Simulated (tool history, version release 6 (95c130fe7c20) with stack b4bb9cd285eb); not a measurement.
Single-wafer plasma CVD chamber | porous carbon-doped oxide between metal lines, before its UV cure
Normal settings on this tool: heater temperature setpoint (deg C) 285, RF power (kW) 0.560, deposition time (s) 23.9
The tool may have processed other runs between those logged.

| run | hour | heater temperature setpoint (deg C) | RF power (kW) | deposition time (s) | read-back reference wafer on the same gauge, thickness_nm | mean film thickness on the monitor wafer (nm) |
|---|---|---|---|---|---|---|
| 1 | 0.0 | 285 | 0.560 | 23.9 | 147.027 | 153.241 |
| 2 | 7.6 | 285 | 0.520 | 21.1 | 147.045 | 130.949 |
| 3 | 17.3 | 285 | 0.560 | 23.9 | 146.905 | 153.226 |
| 4 | 26.5 | 278 | 0.560 | 22.8 | 147.034 | 152.715 |
| 5 | 45.3 | 285 | 0.560 | 23.9 | 147.131 | 153.645 |
| 6 | 72.2 | 285 | 0.560 | 23.9 | 146.778 | 153.139 |
| 7 | 81.5 | 285 | 0.525 | 22.1 | 147.048 | 137.495 |
| 8 | 91.0 | 285 | 0.560 | 23.9 | 147.081 | 152.624 |
| 9 | 100.2 | 285 | 0.560 | 23.9 | 146.906 | 153.621 |
| 10 | 112.1 | 285 | 0.560 | 23.9 | 146.944 | 153.504 |
| 11 | 123.6 | 285 | 0.515 | 23.9 | 147.062 | 147.626 |
| 12 | 133.5 | 285 | 0.515 | 23.9 | 146.953 | 147.343 |
| 13 | 144.3 | 285 | 0.560 | 27.4 | 146.963 | 175.733 |
| 14 | 156.8 | 295 | 0.560 | 27.3 | 146.847 | 165.796 |
| 15 | 171.1 | 298 | 0.635 | 21.2 | 146.928 | 141.836 |
| 16 | 219.3 | 285 | 0.560 | 23.9 | 146.931 | 159.030 |
| 17 | 229.8 | 276 | 0.590 | 19.7 | 146.803 | 142.472 |
| 18 | 238.5 | 274 | 0.560 | 23.9 | 146.972 | 169.180 |
| 19 | 247.7 | 285 | 0.560 | 23.9 | 146.964 | 159.745 |
| 20 | 261.8 | 285 | 0.470 | 23.9 | 146.998 | 144.303 |
| 21 | 273.2 | 289 | 0.600 | 20.6 | 147.013 | 139.832 |
| 22 | 297.6 | 271 | 0.495 | 23.9 | 146.924 | 161.059 |
| 23 | 298.4 | 285 | 0.560 | 20.1 | 146.977 | 135.088 |
| 24 | 306.8 | 276 | 0.560 | 23.9 | 147.140 | 166.382 |
| 25 | 323.4 | 291 | 0.520 | 23.9 | 146.886 | 147.502 |
| 26 | 337.7 | 285 | 0.560 | 23.9 | 146.991 | 157.379 |
| 27 | 350.6 | 293 | 0.560 | 23.9 | 146.778 | 152.249 |
| 28 | 365.4 | 285 | 0.560 | 23.9 | 147.127 | 157.983 |
| 29 | 373.8 | 272 | 0.560 | 22.7 | 147.073 | 161.068 |
| 30 | 387.4 | 296 | 0.530 | 23.9 | 146.950 | 145.186 |
| 31 | 402.8 | 281 | 0.655 | 25.4 | 146.975 | 184.861 |
| 32 | 418.5 | 292 | 0.480 | 23.9 | 147.080 | 140.486 |
| 33 | 435.6 | 280 | 0.560 | 23.9 | 146.903 | 161.173 |

Taken out of this log: 4 entries between the listed runs. Where each belongs, and how the hidden state differs across it:
Logged between run 8 and run 9: gauge calibrated (hour 96.3)
  delivered RF power above the setpoint (%): -8.01 -> -8.03
  measured value less the no-hidden-state value, mean film thickness on the monitor wafer (nm): -6.632 -> -6.685
Logged between run 14 and run 15: RF generator calibrated (hour 170.6)
  delivered RF power above the setpoint (%): -8.09 -> -0.49
  measured value less the no-hidden-state value, mean film thickness on the monitor wafer (nm): -7.273 -> -0.353
Logged between run 15 and run 16: showerhead replaced (hour 191.1)
  delivered RF power above the setpoint (%): -0.49 -> -1.21
  measured value less the no-hidden-state value, mean film thickness on the monitor wafer (nm): -0.353 -> -0.981
Logged between run 21 and run 22: thermocouple changed; heater temperature recalibrated (hour 297.1)
  delivered RF power above the setpoint (%): -1.94 -> -2.25
  measured value less the no-hidden-state value, mean film thickness on the monitor wafer (nm): -1.392 -> -1.900

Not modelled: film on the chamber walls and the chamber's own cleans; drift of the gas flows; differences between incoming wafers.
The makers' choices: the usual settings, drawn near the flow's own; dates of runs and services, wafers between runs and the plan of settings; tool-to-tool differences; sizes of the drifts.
